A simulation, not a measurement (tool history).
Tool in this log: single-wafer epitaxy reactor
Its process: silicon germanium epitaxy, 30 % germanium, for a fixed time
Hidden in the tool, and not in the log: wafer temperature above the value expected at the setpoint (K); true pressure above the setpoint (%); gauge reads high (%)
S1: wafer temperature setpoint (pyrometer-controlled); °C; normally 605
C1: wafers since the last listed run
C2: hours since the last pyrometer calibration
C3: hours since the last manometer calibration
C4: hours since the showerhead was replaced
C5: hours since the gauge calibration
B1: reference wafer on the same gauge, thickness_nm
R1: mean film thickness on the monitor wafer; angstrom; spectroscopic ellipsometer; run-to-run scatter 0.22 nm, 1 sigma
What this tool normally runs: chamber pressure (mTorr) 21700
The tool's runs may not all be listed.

{"run": 1, "hour": 0.0, "S1": 605, "chamber pressure (mTorr)": 21700, "C1": 0, "C2": 2839.5, "C3": 1499.2, "C4": 2452.7, "C5": 50.1, "B1": 78.219, "R1": 686.03}
{"run": 2, "hour": 26.1, "S1": 605, "chamber pressure (mTorr)": 21700, "C1": 384, "C2": 2865.6, "C3": 1525.3, "C4": 2478.8, "C5": 76.2, "B1": 78.238, "R1": 688.13}
{"run": 3, "hour": 41.6, "S1": 605, "chamber pressure (mTorr)": 21700, "C1": 228, "C2": 2881.1, "C3": 1540.8, "C4": 2494.3, "C5": 91.7, "B1": 78.296, "R1": 689.65}
{"run": 4, "hour": 58.5, "S1": 605, "chamber pressure (mTorr)": 21700, "C1": 248, "C2": 2898, "C3": 1557.7, "C4": 2511.2, "C5": 108.6, "B1": 78.255, "R1": 688.73}
{"run": 5, "hour": 73.3, "S1": 605, "chamber pressure (mTorr)": 21700, "C1": 217, "C2": 2912.8, "C3": 1572.5, "C4": 2526, "C5": 123.4, "B1": 78.228, "R1": 688.8}
{"run": 6, "hour": 80.0, "S1": 605, "chamber pressure (mTorr)": 21700, "C1": 98, "C2": 2919.5, "C3": 1579.2, "C4": 2532.7, "C5": 130.1, "B1": 78.223, "R1": 684.57}
{"run": 7, "hour": 88.1, "S1": 605, "chamber pressure (mTorr)": 21700, "C1": 119, "C2": 2927.6, "C3": 1587.3, "C4": 2540.8, "C5": 138.2, "B1": 78.206, "R1": 685.39}
{"run": 8, "hour": 101.4, "S1": 605, "chamber pressure (mTorr)": 22800, "C1": 195, "C2": 2940.9, "C3": 1600.6, "C4": 2554.1, "C5": 151.5, "B1": 78.175, "R1": 699.07}
{"run": 9, "hour": 112.0, "S1": 605, "chamber pressure (mTorr)": 22800, "C1": 155, "C2": 2951.5, "C3": 1611.2, "C4": 2564.7, "C5": 162.1, "B1": 78.191, "R1": 696.57}
{"hour": 121.2, "done": "gauge calibrated"}
{"hour": 130.0, "done": "showerhead replaced"}
{"run": 10, "hour": 130.5, "S1": 605, "chamber pressure (mTorr)": 22800, "C1": 154, "C2": 2970, "C3": 1629.7, "C4": 0.5, "C5": 9.3, "B1": 78.211, "R1": 701.46}
{"run": 11, "hour": 136.3, "S1": 600, "chamber pressure (mTorr)": 25500, "C1": 85, "C2": 2975.8, "C3": 1635.5, "C4": 6.3, "C5": 15.1, "B1": 78.253, "R1": 651.86}
{"run": 12, "hour": 145.6, "S1": 600, "chamber pressure (mTorr)": 25500, "C1": 136, "C2": 2985.1, "C3": 1644.8, "C4": 15.6, "C5": 24.4, "B1": 78.226, "R1": 652.24}
{"run": 13, "hour": 153.9, "S1": 600, "chamber pressure (mTorr)": 25500, "C1": 122, "C2": 2993.4, "C3": 1653.1, "C4": 23.9, "C5": 32.7, "B1": 78.22, "R1": 653.61}
{"run": 14, "hour": 162.0, "S1": 595, "chamber pressure (mTorr)": 17400, "C1": 119, "C2": 3001.5, "C3": 1661.2, "C4": 32, "C5": 40.8, "B1": 78.227, "R1": 525.11}
{"hour": 176.4, "done": "capacitance manometer re-zeroed and calibrated"}
{"run": 15, "hour": 176.9, "S1": 605, "chamber pressure (mTorr)": 21700, "C1": 101, "C2": 3016.4, "C3": 0.5, "C4": 46.9, "C5": 55.7, "B1": 78.133, "R1": 693.19}
{"run": 16, "hour": 181.1, "S1": 600, "chamber pressure (mTorr)": 25500, "C1": 61, "C2": 3020.6, "C3": 4.7, "C4": 51.1, "C5": 59.9, "B1": 78.111, "R1": 656.25}
{"run": 17, "hour": 196.0, "S1": 611, "chamber pressure (mTorr)": 16300, "C1": 219, "C2": 3035.5, "C3": 19.6, "C4": 66, "C5": 74.8, "B1": 78.267, "R1": 718.93}
{"run": 18, "hour": 210.5, "S1": 593, "chamber pressure (mTorr)": 24500, "C1": 213, "C2": 3050, "C3": 34.1, "C4": 80.5, "C5": 89.3, "B1": 78.218, "R1": 559.35}
{"hour": 228.5, "done": "pyrometer calibrated"}
{"run": 19, "hour": 229.0, "S1": 600, "chamber pressure (mTorr)": 16900, "C1": 154, "C2": 0.5, "C3": 52.6, "C4": 99, "C5": 107.8, "B1": 78.186, "R1": 579.07}
{"run": 20, "hour": 230.5, "S1": 605, "chamber pressure (mTorr)": 21700, "C1": 22, "C2": 2, "C3": 54.1, "C4": 100.5, "C5": 109.3, "B1": 78.18, "R1": 688.95}
{"run": 21, "hour": 243.9, "S1": 595, "chamber pressure (mTorr)": 19400, "C1": 197, "C2": 15.4, "C3": 67.5, "C4": 113.9, "C5": 122.7, "B1": 78.182, "R1": 540.72}
{"run": 22, "hour": 284.4, "S1": 605, "chamber pressure (mTorr)": 22800, "C1": 595, "C2": 55.9, "C3": 108, "C4": 154.4, "C5": 163.2, "B1": 78.158, "R1": 696.57}
{"run": 23, "hour": 290.9, "S1": 605, "chamber pressure (mTorr)": 25300, "C1": 95, "C2": 62.4, "C3": 114.5, "C4": 160.9, "C5": 169.7, "B1": 78.144, "R1": 717.21}
{"run": 24, "hour": 299.7, "S1": 597, "chamber pressure (mTorr)": 21700, "C1": 129, "C2": 71.2, "C3": 123.3, "C4": 169.7, "C5": 178.5, "B1": 78.175, "R1": 583.27}
{"hour": 304.9, "done": "gauge calibrated"}
{"run": 25, "hour": 315.5, "S1": 591, "chamber pressure (mTorr)": 25000, "C1": 232, "C2": 87, "C3": 139.1, "C4": 185.5, "C5": 10.6, "B1": 78.178, "R1": 535.04}
{"run": 26, "hour": 331.2, "S1": 593, "chamber pressure (mTorr)": 26200, "C1": 230, "C2": 102.7, "C3": 154.8, "C4": 201.2, "C5": 26.3, "B1": 78.22, "R1": 567.5}

Branching from run 26: 4 alternative next runs. What would each branch give?
{"run": "A", "hour": 331.6, "S1": 605, "chamber pressure (mTorr)": 23200, "C1": 5, "C2": 103.1, "C3": 155.2, "C4": 201.6, "C5": 26.7, "B1": "?", "R1": "?"}
{"run": "B", "hour": 331.6, "S1": 617, "chamber pressure (mTorr)": 23300, "C1": 5, "C2": 103.1, "C3": 155.2, "C4": 201.6, "C5": 26.7, "B1": "?", "R1": "?"}
{"run": "C", "hour": 331.6, "S1": 610, "chamber pressure (mTorr)": 18500, "C1": 5, "C2": 103.1, "C3": 155.2, "C4": 201.6, "C5": 26.7, "B1": "?", "R1": "?"}
{"run": "D", "hour": 331.6, "S1": 618, "chamber pressure (mTorr)": 25100, "C1": 5, "C2": 103.1, "C3": 155.2, "C4": 201.6, "C5": 26.7, "B1": "?", "R1": "?"}

run=A B1=78.183 R1=704.5
run=B B1=78.183 R1=899.7
run=C B1=78.183 R1=729.35
run=D B1=78.183 R1=939.24
Without the tool's unlogged condition, the same runs would have read:
run=A R1=704.5
run=B R1=899.7
run=C R1=729.35
run=D R1=939.24
